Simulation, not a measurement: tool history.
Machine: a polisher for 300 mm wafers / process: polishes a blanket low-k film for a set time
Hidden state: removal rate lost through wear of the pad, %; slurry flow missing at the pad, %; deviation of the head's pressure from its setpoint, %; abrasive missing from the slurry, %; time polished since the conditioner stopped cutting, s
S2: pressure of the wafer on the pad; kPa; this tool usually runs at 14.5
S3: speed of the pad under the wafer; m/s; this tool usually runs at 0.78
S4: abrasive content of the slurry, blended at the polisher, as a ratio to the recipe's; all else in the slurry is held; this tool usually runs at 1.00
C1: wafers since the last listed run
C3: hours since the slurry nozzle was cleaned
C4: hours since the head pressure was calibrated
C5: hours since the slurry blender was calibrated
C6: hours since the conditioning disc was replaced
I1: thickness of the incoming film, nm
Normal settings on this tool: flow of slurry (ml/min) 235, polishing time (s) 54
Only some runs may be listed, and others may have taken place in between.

{"run": 1, "hour": 0.0, "flow of slurry (ml/min)": 235, "S2": 14.5, "S3": 0.78, "S4": 0.85, "polishing time (s)": 54, "C1": 0, "wafers polished on this pad": 2121, "C3": 252.2, "C4": 1226.6, "C5": 317.3, "C6": 319.0, "I1": 750.6, "film removed (nm)": 19.4}
{"hour": 24.7, "done": "worn pad replaced by a new one"}
{"run": 2, "hour": 25.5, "flow of slurry (ml/min)": 235, "S2": 14.5, "S3": 0.78, "S4": 1.0, "polishing time (s)": 54, "C1": 117, "wafers polished on this pad": 4, "C3": 277.7, "C4": 1252.1, "C5": 342.8, "C6": 344.5, "I1": 751.9, "film removed (nm)": 21.7}
{"run": 3, "hour": 74.2, "flow of slurry (ml/min)": 235, "S2": 14.5, "S3": 0.78, "S4": 1.0, "polishing time (s)": 54, "C1": 266, "wafers polished on this pad": 271, "C3": 326.4, "C4": 1300.8, "C5": 391.5, "C6": 393.2, "I1": 767.8, "film removed (nm)": 21.5}
{"hour": 105.6, "done": "conditioning disc replaced and pad reconditioned"}
{"run": 4, "hour": 125.1, "flow of slurry (ml/min)": 235, "S2": 14.5, "S3": 0.78, "S4": 1.0, "polishing time (s)": 54, "C1": 267, "wafers polished on this pad": 538, "C3": 377.3, "C4": 1351.7, "C5": 442.4, "C6": 19.5, "I1": 746.5, "film removed (nm)": 21.6}
{"hour": 129.3, "done": "slurry blender recalibrated"}
{"hour": 151.1, "done": "head pressure recalibrated"}
{"run": 5, "hour": 176.3, "flow of slurry (ml/min)": 235, "S2": 13.1, "S3": 0.78, "S4": 1.0, "polishing time (s)": 54, "C1": 258, "wafers polished on this pad": 797, "C3": 428.5, "C4": 25.2, "C5": 47.0, "C6": 70.7, "I1": 755.5, "film removed (nm)": 19.6}
{"run": 6, "hour": 228.5, "flow of slurry (ml/min)": 235, "S2": 13.1, "S3": 0.78, "S4": 1.0, "polishing time (s)": 54, "C1": 285, "wafers polished on this pad": 1083, "C3": 480.7, "C4": 77.4, "C5": 99.2, "C6": 122.9, "I1": 764.3, "film removed (nm)": 19.5}
{"run": 7, "hour": 294.4, "flow of slurry (ml/min)": 235, "S2": 14.5, "S3": 0.78, "S4": 1.0, "polishing time (s)": 54, "C1": 360, "wafers polished on this pad": 1443, "C3": 546.6, "C4": 143.3, "C5": 165.1, "C6": 188.8, "I1": 753.1, "film removed (nm)": 21.3}
{"run": 8, "hour": 351.3, "flow of slurry (ml/min)": 235, "S2": 14.5, "S3": 0.78, "S4": 1.0, "polishing time (s)": 54, "C1": 311, "wafers polished on this pad": 1755, "C3": 603.5, "C4": 200.2, "C5": 222.0, "C6": 245.7, "I1": 753.3, "film removed (nm)": 21.5}
{"hour": 353.5, "done": "slurry nozzle cleaned"}
{"run": 9, "hour": 389.7, "flow of slurry (ml/min)": 235, "S2": 14.5, "S3": 0.78, "S4": 1.0, "polishing time (s)": 54, "C1": 204, "wafers polished on this pad": 1960, "C3": 36.2, "C4": 238.6, "C5": 260.4, "C6": 284.1, "I1": 761.3, "film removed (nm)": 21.4}
{"hour": 395.5, "done": "worn pad replaced by a new one"}
{"run": 10, "hour": 420.5, "flow of slurry (ml/min)": 235, "S2": 14.5, "S3": 0.78, "S4": 1.0, "polishing time (s)": 54, "C1": 146, "wafers polished on this pad": 137, "C3": 67.0, "C4": 269.4, "C5": 291.2, "C6": 314.9, "I1": 764.5, "film removed (nm)": 21.8}
{"hour": 460.5, "done": "conditioning disc replaced and pad reconditioned"}
{"hour": 532.0, "done": "slurry blender recalibrated"}
{"run": 11, "hour": 603.1, "flow of slurry (ml/min)": 235, "S2": 14.5, "S3": 0.58, "S4": 1.0, "polishing time (s)": 54, "C1": 977, "wafers polished on this pad": 1114, "C3": 249.6, "C4": 452.0, "C5": 71.1, "C6": 142.6, "I1": 770.6, "film removed (nm)": 17.9}
{"hour": 713.0, "done": "worn pad replaced by a new one"}
{"run": 12, "hour": 772.5, "flow of slurry (ml/min)": 235, "S2": 14.5, "S3": 0.78, "S4": 1.0, "polishing time (s)": 54, "C1": 905, "wafers polished on this pad": 325, "C3": 419.0, "C4": 621.4, "C5": 240.5, "C6": 312.0, "I1": 762.4, "film removed (nm)": 21.4}
{"run": 13, "hour": 839.5, "flow of slurry (ml/min)": 270, "S2": 14.5, "S3": 0.58, "S4": 1.0, "polishing time (s)": 65, "C1": 366, "wafers polished on this pad": 692, "C3": 486.0, "C4": 688.4, "C5": 307.5, "C6": 379.0, "I1": 760.7, "film removed (nm)": 21.8}
{"hour": 862.8, "done": "conditioning disc replaced and pad reconditioned"}
{"run": 14, "hour": 873.6, "flow of slurry (ml/min)": 205, "S2": 14.5, "S3": 0.78, "S4": 1.0, "polishing time (s)": 45, "C1": 175, "wafers polished on this pad": 868, "C3": 520.1, "C4": 722.5, "C5": 341.6, "C6": 10.8, "I1": 767.2, "film removed (nm)": 17.4}
{"run": 15, "hour": 925.2, "flow of slurry (ml/min)": 235, "S2": 14.5, "S3": 0.78, "S4": 1.0, "polishing time (s)": 54, "C1": 282, "wafers polished on this pad": 1150, "C3": 571.7, "C4": 774.1, "C5": 393.2, "C6": 62.4, "I1": 760.1, "film removed (nm)": 21.7}
{"hour": 949.3, "done": "slurry nozzle cleaned"}
{"run": 16, "hour": 954.2, "flow of slurry (ml/min)": 235, "S2": 14.5, "S3": 0.78, "S4": 1.0, "polishing time (s)": 54, "C1": 153, "wafers polished on this pad": 1304, "C3": 4.9, "C4": 803.1, "C5": 422.2, "C6": 91.4, "I1": 764.7, "film removed (nm)": 21.5}
{"hour": 986.0, "done": "slurry blender recalibrated"}
{"run": 17, "hour": 999.5, "flow of slurry (ml/min)": 235, "S2": 11.0, "S3": 0.78, "S4": 0.75, "polishing time (s)": 54, "C1": 237, "wafers polished on this pad": 1541, "C3": 50.2, "C4": 848.4, "C5": 13.5, "C6": 136.7, "I1": 762.8, "film removed (nm)": 13.7}
{"run": 18, "hour": 1035.8, "flow of slurry (ml/min)": 290, "S2": 14.5, "S3": 0.78, "S4": 1.0, "polishing time (s)": 54, "C1": 198, "wafers polished on this pad": 1739, "C3": 86.5, "C4": 884.7, "C5": 49.8, "C6": 173.0, "I1": 762.4, "film removed (nm)": 22.4}
{"hour": 1084.2, "done": "worn pad replaced by a new one"}
{"run": 19, "hour": 1091.3, "flow of slurry (ml/min)": 185, "S2": 11.0, "S3": 0.78, "S4": 1.0, "polishing time (s)": 54, "C1": 281, "wafers polished on this pad": 38, "C3": 142.0, "C4": 940.2, "C5": 105.3, "C6": 228.5, "I1": 760.3, "film removed (nm)": 16.0}
{"run": 20, "hour": 1118.6, "flow of slurry (ml/min)": 205, "S2": 14.5, "S3": 0.78, "S4": 1.15, "polishing time (s)": 54, "C1": 149, "wafers polished on this pad": 188, "C3": 169.3, "C4": 967.5, "C5": 132.6, "C6": 255.8, "I1": 753.9, "film removed (nm)": 22.9}
{"run": 21, "hour": 1177.3, "flow of slurry (ml/min)": 235, "S2": 12.4, "S3": 0.78, "S4": 1.25, "polishing time (s)": 40, "C1": 321, "wafers polished on this pad": 509, "C3": 228.0, "C4": 1026.2, "C5": 191.3, "C6": 314.5, "I1": 750.8, "film removed (nm)": 15.5}
{"hour": 1237.3, "done": "conditioning disc replaced and pad reconditioned"}
{"run": 22, "hour": 1246.1, "flow of slurry (ml/min)": 210, "S2": 14.5, "S3": 0.78, "S4": 1.0, "polishing time (s)": 45, "C1": 365, "wafers polished on this pad": 875, "C3": 296.8, "C4": 1095.0, "C5": 260.1, "C6": 8.8, "I1": 771.4, "film removed (nm)": 17.6}
{"hour": 1298.1, "done": "head pressure recalibrated"}
{"run": 23, "hour": 1311.1, "flow of slurry (ml/min)": 300, "S2": 14.5, "S3": 0.78, "S4": 1.0, "polishing time (s)": 69, "C1": 344, "wafers polished on this pad": 1220, "C3": 361.8, "C4": 13.0, "C5": 325.1, "C6": 73.8, "I1": 749.9, "film removed (nm)": 28.4}
{"hour": 1355.8, "done": "slurry blender recalibrated"}
{"run": 24, "hour": 1362.6, "flow of slurry (ml/min)": 235, "S2": 17.2, "S3": 0.78, "S4": 1.0, "polishing time (s)": 54, "C1": 270, "wafers polished on this pad": 1491, "C3": 413.3, "C4": 64.5, "C5": 6.8, "C6": 125.3, "I1": 747.1, "film removed (nm)": 25.6}
{"run": 25, "hour": 1391.1, "flow of slurry (ml/min)": 235, "S2": 14.5, "S3": 0.78, "S4": 1.0, "polishing time (s)": 54, "C1": 156, "wafers polished on this pad": 1647, "C3": 441.8, "C4": 93.0, "C5": 35.3, "C6": 153.8, "I1": 760.9, "film removed (nm)": 21.7}

Consider 4 possible next runs. They are alternatives, not a sequence: every one starts from the tool as it was left by run 25. What does each give?
{"run": "A", "hour": 1391.5, "flow of slurry (ml/min)": 235, "S2": 14.5, "S3": 0.78, "S4": 1.0, "polishing time (s)": 44, "C1": 2, "wafers polished on this pad": 1649, "C3": 442.2, "C4": 93.4, "C5": 35.7, "C6": 154.2, "I1": 766.6, "film removed (nm)": "?"}
{"run": "B", "hour": 1391.5, "flow of slurry (ml/min)": 235, "S2": 18.6, "S3": 0.56, "S4": 1.0, "polishing time (s)": 54, "C1": 2, "wafers polished on this pad": 1649, "C3": 442.2, "C4": 93.4, "C5": 35.7, "C6": 154.2, "I1": 766.6, "film removed (nm)": "?"}
{"run": "C", "hour": 1391.5, "flow of slurry (ml/min)": 280, "S2": 14.5, "S3": 0.62, "S4": 1.2, "polishing time (s)": 54, "C1": 2, "wafers polished on this pad": 1649, "C3": 442.2, "C4": 93.4, "C5": 35.7, "C6": 154.2, "I1": 766.6, "film removed (nm)": "?"}
{"run": "D", "hour": 1391.5, "flow of slurry (ml/min)": 260, "S2": 14.5, "S3": 0.78, "S4": 1.0, "polishing time (s)": 39, "C1": 2, "wafers polished on this pad": 1649, "C3": 442.2, "C4": 93.4, "C5": 35.7, "C6": 154.2, "I1": 766.6, "film removed (nm)": "?"}

run=A film_removed_(nm)=17.8
run=B film_removed_(nm)=22.6
run=C film_removed_(nm)=21.1
run=D film_removed_(nm)=16.0
Take away the tool's hidden state, keep each run's random variation, and the runs would have read:
run=A film_removed_(nm)=17.8
run=B film_removed_(nm)=22.6
run=C film_removed_(nm)=21.1
run=D film_removed_(nm)=16.0
